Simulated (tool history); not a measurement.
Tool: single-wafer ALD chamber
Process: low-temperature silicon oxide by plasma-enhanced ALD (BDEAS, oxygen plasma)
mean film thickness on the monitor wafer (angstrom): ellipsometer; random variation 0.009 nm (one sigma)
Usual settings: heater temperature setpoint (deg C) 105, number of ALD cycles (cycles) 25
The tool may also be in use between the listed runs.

run	hour	heater temperature setpoint (deg C)	number of ALD cycles (cycles)	wafers since the last listed run	hours since the last thermocouple change	hours since the gauge calibration	read-back reference wafer on the same gauge, thickness_nm	mean film thickness on the monitor wafer (angstrom)
1	0	105	25	0	863.7	320.1	4.182	36.32
2	16.4	105	25	230	880.1	336.5	4.186	36.32
3	34.6	96	25	255	898.3	354.7	4.189	37.04
4	49.2	96	25	205	912.9	369.3	4.193	36.96
5	64.3	105	25	212	928	384.4	4.195	36.5
6	79.7	105	25	216	943.4	399.8	4.194	36.26
7	94	105	25	200	957.7	414.1	4.201	36.48
8	100.9	105	25	96	964.6	421	4.202	36.38
9	112	105	25	155	975.7	432.1	4.206	36.55
10	121.4	105	25	132	985.1	441.5	4.206	36.3
11	131.8	105	25	146	995.5	451.9	4.21	36.55
12	148.3	105	25	231	1012	468.4	4.216	36.47
13	165	105	25	234	1028.7	485.1	4.22	36.6
14	182.4	105	25	244	1046.1	502.5	4.221	36.57
15	191.4	109	27	126	1055.1	511.5	4.226	39.22
16	198.1	109	27	94	1061.8	518.2	4.229	39.37
17	208.8	109	27	150	1072.5	528.9	4.233	39.24
18	223.6	105	25	207	1087.3	543.7	4.235	36.66
19	230.5	105	25	96	1094.2	550.6	4.239	36.69
# hour 244.1: thermocouple changed; heater temperature recalibrated
20	244.6	105	25	85	0.5	564.7	4.244	36.85
21	256.4	105	25	165	12.3	576.5	4.246	36.67
22	268.8	105	25	174	24.7	588.9	4.25	36.89
# hour 277.8: gauge calibrated
23	285.8	105	25	238	41.7	8	4.176	36.21
24	299.7	112	25	195	55.6	21.9	4.175	35.6
25	311.2	105	25	161	67.1	33.4	4.175	36.22
26	322.3	113	21	155	78.2	44.5	4.177	30.11
27	339.9	94	28	247	95.8	62.1	4.181	41.33
28	357.7	98	28	250	113.6	79.9	4.178	41.13
29	370.9	95	28	185	126.8	93.1	4.178	41.37
30	380.4	105	25	133	136.3	102.6	4.18	36.14
31	387.2	91	30	95	143.1	109.4	4.182	44.98

Forecast run 32:
32	395	118	21	109	150.9	117.2	?	?

Run 32 gave read-back reference wafer on the same gauge, thickness_nm 4.179, mean film thickness on the monitor wafer (angstrom) 29.74.
Without the tool's hidden state the same run would have given mean film thickness on the monitor wafer (angstrom) 29.67.
